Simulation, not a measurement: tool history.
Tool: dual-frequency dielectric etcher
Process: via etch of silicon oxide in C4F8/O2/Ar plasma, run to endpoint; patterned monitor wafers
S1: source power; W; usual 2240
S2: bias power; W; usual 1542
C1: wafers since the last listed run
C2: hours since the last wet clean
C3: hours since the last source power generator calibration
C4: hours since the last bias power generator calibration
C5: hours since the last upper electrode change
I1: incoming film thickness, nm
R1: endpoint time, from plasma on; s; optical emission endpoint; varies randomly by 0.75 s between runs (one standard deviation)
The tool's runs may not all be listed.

| run | hour | S1 | S2 | C1 | C2 | C3 | C4 | C5 | I1 | R1 |
|---|---|---|---|---|---|---|---|---|---|---|
| 1 | 0.0 | 2420 | 1542 | 0 | 237.1 | 2016.4 | 160.1 | 3447.3 | 910.3 | 174.0 |
| 2 | 39.2 | 2420 | 1542 | 284 | 276.3 | 2055.6 | 199.3 | 3486.5 | 921.3 | 176.5 |
| 3 | 80.9 | 2420 | 1542 | 302 | 318.0 | 2097.3 | 241.0 | 3528.2 | 910.7 | 175.6 |
| 4 | 156.0 | 2240 | 1542 | 544 | 393.1 | 2172.4 | 316.1 | 3603.3 | 911.4 | 179.6 |
| 5 | 218.4 | 2240 | 1542 | 452 | 455.5 | 2234.8 | 378.5 | 3665.7 | 902.4 | 177.8 |
|  | 330.9 | wet clean of the chamber |
| 6 | 331.4 | 2240 | 1542 | 645 | 0.5 | 2347.8 | 491.5 | 3778.7 | 914.1 | 180.8 |
| 7 | 393.1 | 1870 | 1542 | 447 | 62.2 | 2409.5 | 553.2 | 3840.4 | 908.8 | 188.0 |
| 8 | 497.3 | 1870 | 1542 | 755 | 166.4 | 2513.7 | 657.4 | 3944.6 | 912.4 | 189.1 |
| 9 | 560.5 | 2240 | 1542 | 458 | 229.6 | 2576.9 | 720.6 | 4007.8 | 907.4 | 180.1 |
| 10 | 626.3 | 2240 | 1542 | 476 | 295.4 | 2642.7 | 786.4 | 4073.6 | 901.6 | 178.5 |
|  | 719.4 | upper electrode replaced |
| 11 | 832.7 | 2240 | 1542 | 1321 | 501.8 | 2849.1 | 992.8 | 113.3 | 914.8 | 182.4 |
| 12 | 906.9 | 2240 | 1621 | 537 | 576.0 | 2923.3 | 1067.0 | 187.5 | 909.5 | 175.5 |
| 13 | 963.5 | 2240 | 1809 | 410 | 632.6 | 2979.9 | 1123.6 | 244.1 | 904.4 | 169.1 |
|  | 1037.8 | wet clean of the chamber |
| 14 | 1059.2 | 2240 | 1542 | 519 | 21.4 | 3075.6 | 1219.3 | 339.8 | 907.4 | 180.8 |
|  | 1071.0 | source power generator calibrated |
| 15 | 1141.5 | 2240 | 1542 | 567 | 103.7 | 70.5 | 1301.6 | 422.1 | 908.0 | 178.9 |
| 16 | 1186.6 | 2240 | 1542 | 326 | 148.8 | 115.6 | 1346.7 | 467.2 | 910.2 | 178.9 |
| 17 | 1287.7 | 2730 | 1288 | 732 | 249.9 | 216.7 | 1447.8 | 568.3 | 892.1 | 177.4 |
|  | 1352.8 | bias power generator calibrated |
| 18 | 1367.5 | 2390 | 1436 | 549 | 329.7 | 296.5 | 14.7 | 648.1 | 907.1 | 177.1 |
| 19 | 1453.8 | 2730 | 1915 | 625 | 416.0 | 382.8 | 101.0 | 734.4 | 915.0 | 153.0 |
| 20 | 1555.0 | 2240 | 1830 | 733 | 517.2 | 484.0 | 202.2 | 835.6 | 904.9 | 162.7 |
|  | 1734.3 | wet clean of the chamber |
| 21 | 1835.0 | 2760 | 1831 | 1855 | 100.7 | 764.0 | 482.2 | 1115.6 | 901.4 | 155.2 |
| 22 | 1917.8 | 1890 | 1398 | 600 | 183.5 | 846.8 | 565.0 | 1198.4 | 901.4 | 191.8 |
| 23 | 1998.2 | 2710 | 1274 | 582 | 263.9 | 927.2 | 645.4 | 1278.8 | 916.7 | 184.1 |
| 24 | 2072.0 | 1880 | 1343 | 534 | 337.7 | 1001.0 | 719.2 | 1352.6 | 906.6 | 198.0 |
| 25 | 2141.6 | 1900 | 1542 | 504 | 407.3 | 1070.6 | 788.8 | 1422.2 | 907.7 | 186.2 |
| 26 | 2189.7 | 2240 | 1542 | 348 | 455.4 | 1118.7 | 836.9 | 1470.3 | 904.2 | 178.6 |
| 27 | 2280.1 | 2660 | 1801 | 655 | 545.8 | 1209.1 | 927.3 | 1560.7 | 904.5 | 157.9 |
| 28 | 2335.2 | 1980 | 1906 | 399 | 600.9 | 1264.2 | 982.4 | 1615.8 | 915.0 | 170.8 |
|  | 2377.8 | wet clean of the chamber |
| 29 | 2415.8 | 1980 | 1359 | 410 | 38.0 | 1344.8 | 1063.0 | 1696.4 | 910.1 | 195.9 |
| 30 | 2471.0 | 2410 | 1382 | 400 | 93.2 | 1400.0 | 1118.2 | 1751.6 | 907.0 | 183.2 |
| 31 | 2516.3 | 2240 | 1542 | 328 | 138.5 | 1445.3 | 1163.5 | 1796.9 | 917.4 | 181.0 |
| 32 | 2621.1 | 2500 | 1895 | 759 | 243.3 | 1550.1 | 1268.3 | 1901.7 | 907.0 | 160.0 |
| 33 | 2721.6 | 2500 | 1682 | 728 | 343.8 | 1650.6 | 1368.8 | 2002.2 | 910.0 | 168.0 |
| 34 | 2777.3 | 2780 | 1748 | 403 | 399.5 | 1706.3 | 1424.5 | 2057.9 | 916.4 | 161.6 |

Entry by entry between the runs, the difference in hidden state between the last listed run before and the first listed run after:
Runs 5 to 6: wet clean of the chamber (hour 330.9)
  source power that arrives over what is set, %: -3.98 -> -4.19; bias power that arrives over what is set, %: -2.76 -> -3.25
  the result without the hidden state subtracted from the measured one, R1: +4.0 -> +4.5 s
Runs 10 to 11: upper electrode replaced (hour 719.4)
  source power that arrives over what is set, %: -4.73 -> -5.11; bias power that arrives over what is set, %: -4.14 -> -4.51
  the result without the hidden state subtracted from the measured one, R1: +5.4 -> +6.0 s
Runs 13 to 14: wet clean of the chamber (hour 1037.8)
  source power that arrives over what is set, %: -5.35 -> -5.53; bias power that arrives over what is set, %: -4.68 -> -4.78
  the result without the hidden state subtracted from the measured one, R1: +6.0 -> +6.3 s
Runs 14 to 15: source power generator calibrated (hour 1071.0)
  source power that arrives over what is set, %: -5.53 -> -0.163; bias power that arrives over what is set, %: -4.78 -> -4.86
  the result without the hidden state subtracted from the measured one, R1: +6.3 -> +3.8 s
Runs 17 to 18: bias power generator calibrated (hour 1352.8)
  source power that arrives over what is set, %: -0.431 -> -0.577; bias power that arrives over what is set, %: -4.96 -> -0.0941
  the result without the hidden state subtracted from the measured one, R1: +3.6 -> +0.4 s
Runs 20 to 21: wet clean of the chamber (hour 1734.3)
  source power that arrives over what is set, %: -0.921 -> -1.43; bias power that arrives over what is set, %: -1.66 -> -3.15
  the result without the hidden state subtracted from the measured one, R1: +1.6 -> +2.7 s
Runs 28 to 29: wet clean of the chamber (hour 2377.8)
  source power that arrives over what is set, %: -2.35 -> -2.5; bias power that arrives over what is set, %: -4.43 -> -4.54
  the result without the hidden state subtracted from the measured one, R1: +4.6 -> +4.9 s
